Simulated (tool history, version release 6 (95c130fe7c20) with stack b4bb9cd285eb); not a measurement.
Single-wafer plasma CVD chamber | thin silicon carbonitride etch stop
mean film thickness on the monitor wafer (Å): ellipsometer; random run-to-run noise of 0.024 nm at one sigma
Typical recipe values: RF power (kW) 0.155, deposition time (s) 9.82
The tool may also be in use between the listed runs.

run	hour	RF power (kW)	deposition time (s)	wafers since the last listed run	hours since the last thermocouple change	hours since the last RF generator calibration	hours since the showerhead was replaced	hours since the gauge calibration	read-back reference wafer on the same gauge, thickness_nm	mean film thickness on the monitor wafer (Å)
1	0	0.145	9.82	0	1309.6	368.7	5406	1233.6	4.752	46.75
2	52.9	0.155	9.82	1430	1362.5	421.6	5458.9	1286.5	4.769	46.85
3	87.7	0.155	9.82	940	1397.3	456.4	5493.7	1321.3	4.759	47.52
4	122.4	0.155	9.82	938	1432	491.1	5528.4	1356	4.76	47.5
5	160.8	0.155	9.82	1038	1470.4	529.5	5566.8	1394.4	4.754	47.14
6	225.9	0.13	9.82	1760	1535.5	594.6	5631.9	1459.5	4.75	44.42
7	279.3	0.155	10.7	1443	1588.9	648	5685.3	1512.9	4.757	51.44
8	306	0.155	10.7	721	1615.6	674.7	5712	1539.6	4.763	51.81
9	335.8	0.155	10.7	805	1645.4	704.5	5741.8	1569.4	4.76	51.3
10	384.2	0.155	9.82	1308	1693.8	752.9	5790.2	1617.8	4.763	47.07
11	436.7	0.155	9.82	1419	1746.3	805.4	5842.7	1670.3	4.767	47.29
12	500.7	0.155	9.82	1730	1810.3	869.4	5906.7	1734.3	4.751	47.06
13	531	0.155	9.82	819	1840.6	899.7	5937	1764.6	4.773	47.28
14	580.7	0.155	10.66	1343	1890.3	949.4	5986.7	1814.3	4.756	50.54
15	640.5	0.155	10.66	1616	1950.1	1009.2	6046.5	1874.1	4.76	50.95
16	678.5	0.155	9.82	1027	1988.1	1047.2	6084.5	1912.1	4.754	47.17
17	745	0.155	9.82	1797	2054.6	1113.7	6151	1978.6	4.757	46.91
18	808.7	0.165	9.09	1722	2118.3	1177.4	6214.7	2042.3	4.759	44.47
# hour 839.1: thermocouple changed; heater temperature recalibrated
19	839.6	0.155	8.27	619	0.5	1208.3	6245.6	2073.2	4.755	39.64
20	877	0.175	8.66	1011	37.9	1245.7	6283	2110.6	4.755	42.61
# hour 943.6: RF generator calibrated
21	946.3	0.155	9.82	1657	107.2	2.7	6352.3	2179.9	4.761	46.3
22	1008.3	0.135	11.16	1676	169.2	64.7	6414.3	2241.9	4.753	50.3
23	1053.4	0.155	9.29	1219	214.3	109.8	6459.4	2287	4.756	43.94
24	1102.8	0.135	11	1335	263.7	159.2	6508.8	2336.4	4.753	49.25
# hour 1123.3: gauge calibrated
25	1136.8	0.155	10.42	919	297.7	193.2	6542.8	13.5	4.761	48.71
26	1168.5	0.18	9.22	857	329.4	224.9	6574.5	45.2	4.769	45.42
27	1251.8	0.125	9.82	2252	412.7	308.2	6657.8	128.5	4.756	42.59
# hour 1289.4: showerhead replaced
# hour 1296.4: RF generator calibrated, repeated, since the last time left the tool worse
28	1311.5	0.18	8.86	1209	472.4	15.1	22.1	188.2	4.759	45.39
29	1361.4	0.17	8.9	1349	522.3	65	72	238.1	4.757	44.72
30	1478.4	0.165	8.22	3163	639.3	182	189	355.1	4.763	40.8
31	1543.3	0.145	7.93	1754	704.2	246.9	253.9	420	4.773	37.42
32	1580.8	0.17	9.82	1013	741.7	284.4	291.4	457.5	4.752	49.33
33	1634.5	0.155	9.82	1451	795.4	338.1	345.1	511.2	4.765	47.52
34	1668.9	0.155	9.82	930	829.8	372.5	379.5	545.6	4.749	47.37
35	1731.9	0.14	8.96	1703	892.8	435.5	442.5	608.6	4.762	41.75
36	1803.2	0.155	10.67	1927	964.1	506.8	513.8	679.9	4.763	51.59

Take each entry between the runs: how does the hidden state at the last listed run before it differ from the hidden state at the first listed run after it?
After run 18, before run 19: thermocouple changed; heater temperature recalibrated (hour 839.1)
  delivered RF power above the setpoint (%): -5.51 -> -5.64
  measured less the result without the state, mean film thickness on the monitor wafer (Å): -0.91 -> -0.83
After run 20, before run 21: RF generator calibrated (hour 943.6)
  delivered RF power above the setpoint (%): -5.8 -> -8.94
  measured less the result without the state, mean film thickness on the monitor wafer (Å): -0.91 -> -1.57
After run 24, before run 25: gauge calibrated (hour 1123.3)
  delivered RF power above the setpoint (%): -9.6 -> -9.75
  measured less the result without the state, mean film thickness on the monitor wafer (Å): -1.8 -> -1.82
After run 27, before run 28: showerhead replaced (hour 1289.4); RF generator calibrated, repeated, since the last time left the tool worse (hour 1296.4)
  delivered RF power above the setpoint (%): -10.2 -> -0.683
  measured less the result without the state, mean film thickness on the monitor wafer (Å): -1.68 -> -0.11
